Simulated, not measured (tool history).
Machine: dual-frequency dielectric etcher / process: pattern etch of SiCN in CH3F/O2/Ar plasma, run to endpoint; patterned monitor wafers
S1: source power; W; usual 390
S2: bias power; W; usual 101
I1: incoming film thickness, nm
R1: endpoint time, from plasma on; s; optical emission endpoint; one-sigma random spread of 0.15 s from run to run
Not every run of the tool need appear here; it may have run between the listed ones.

{"run": 1, "hour": 0.0, "S1": 390, "S2": 115, "I1": 8.1, "R1": 18.6}
{"run": 2, "hour": 16.1, "S1": 390, "S2": 115, "I1": 8.05, "R1": 18.3}
{"run": 3, "hour": 32.4, "S1": 390, "S2": 115, "I1": 8.09, "R1": 18.7}
{"run": 4, "hour": 45.4, "S1": 390, "S2": 101, "I1": 8.13, "R1": 18.9}
{"run": 5, "hour": 53.5, "S1": 390, "S2": 101, "I1": 8.02, "R1": 18.8}
{"run": 6, "hour": 69.4, "S1": 390, "S2": 82, "I1": 8.16, "R1": 19.8}
{"run": 7, "hour": 79.3, "S1": 390, "S2": 82, "I1": 8.07, "R1": 19.4}
{"run": 8, "hour": 94.8, "S1": 390, "S2": 82, "I1": 8.06, "R1": 19.5}
{"run": 9, "hour": 112.3, "S1": 390, "S2": 101, "I1": 8.12, "R1": 19.1}
{"hour": 137.4, "done": "source power generator calibrated"}
{"hour": 138.3, "done": "wet clean of the chamber"}
{"run": 10, "hour": 138.8, "S1": 390, "S2": 101, "I1": 8.07, "R1": 18.7}
{"run": 11, "hour": 139.8, "S1": 390, "S2": 101, "I1": 8.05, "R1": 18.9}
{"hour": 177.7, "done": "upper electrode replaced"}
{"run": 12, "hour": 190.8, "S1": 390, "S2": 101, "I1": 8.1, "R1": 18.9}
{"run": 13, "hour": 206.5, "S1": 390, "S2": 101, "I1": 8.15, "R1": 18.9}
{"run": 14, "hour": 217.4, "S1": 340, "S2": 87, "I1": 8.08, "R1": 20.5}
{"run": 15, "hour": 223.5, "S1": 460, "S2": 95, "I1": 8.07, "R1": 17.9}
{"hour": 232.3, "done": "bias power generator calibrated"}
{"run": 16, "hour": 235.8, "S1": 300, "S2": 86, "I1": 8.16, "R1": 21.9}
{"run": 17, "hour": 253.6, "S1": 390, "S2": 115, "I1": 8.07, "R1": 18.4}
{"run": 18, "hour": 271.1, "S1": 390, "S2": 101, "I1": 8.07, "R1": 19.0}
{"run": 19, "hour": 279.8, "S1": 460, "S2": 113, "I1": 8.1, "R1": 17.8}
{"run": 20, "hour": 321.2, "S1": 390, "S2": 82, "I1": 8.09, "R1": 19.7}
{"run": 21, "hour": 329.7, "S1": 350, "S2": 88, "I1": 8.09, "R1": 19.9}
{"run": 22, "hour": 341.0, "S1": 480, "S2": 111, "I1": 8.09, "R1": 17.1}
{"run": 23, "hour": 354.2, "S1": 440, "S2": 101, "I1": 8.14, "R1": 18.2}
{"run": 24, "hour": 368.8, "S1": 310, "S2": 79, "I1": 8.11, "R1": 21.6}
{"run": 25, "hour": 376.2, "S1": 460, "S2": 124, "I1": 8.09, "R1": 17.1}
{"run": 26, "hour": 393.9, "S1": 420, "S2": 116, "I1": 8.15, "R1": 17.9}
{"run": 27, "hour": 403.0, "S1": 310, "S2": 90, "I1": 8.22, "R1": 21.5}
{"run": 28, "hour": 434.5, "S1": 390, "S2": 101, "I1": 8.07, "R1": 19.0}
{"run": 29, "hour": 451.7, "S1": 460, "S2": 101, "I1": 8.14, "R1": 17.8}

What if the next run were any one of these 5? Each begins from the tool's condition after run 29:
{"run": "A", "hour": 452.1, "S1": 390, "S2": 85, "I1": 8.04, "R1": "?"}
{"run": "B", "hour": 452.1, "S1": 390, "S2": 80, "I1": 8.04, "R1": "?"}
{"run": "C", "hour": 452.1, "S1": 390, "S2": 111, "I1": 8.04, "R1": "?"}
{"run": "D", "hour": 452.1, "S1": 290, "S2": 84, "I1": 8.04, "R1": "?"}
{"run": "E", "hour": 452.1, "S1": 340, "S2": 125, "I1": 8.04, "R1": "?"}

run=A R1=19.4
run=B R1=19.6
run=C R1=18.5
run=D R1=21.6
run=E R1=18.9
What these runs would have given with no unlogged condition in the tool:
run=A R1=19.4
run=B R1=19.6
run=C R1=18.5
run=D R1=21.6
run=E R1=18.9

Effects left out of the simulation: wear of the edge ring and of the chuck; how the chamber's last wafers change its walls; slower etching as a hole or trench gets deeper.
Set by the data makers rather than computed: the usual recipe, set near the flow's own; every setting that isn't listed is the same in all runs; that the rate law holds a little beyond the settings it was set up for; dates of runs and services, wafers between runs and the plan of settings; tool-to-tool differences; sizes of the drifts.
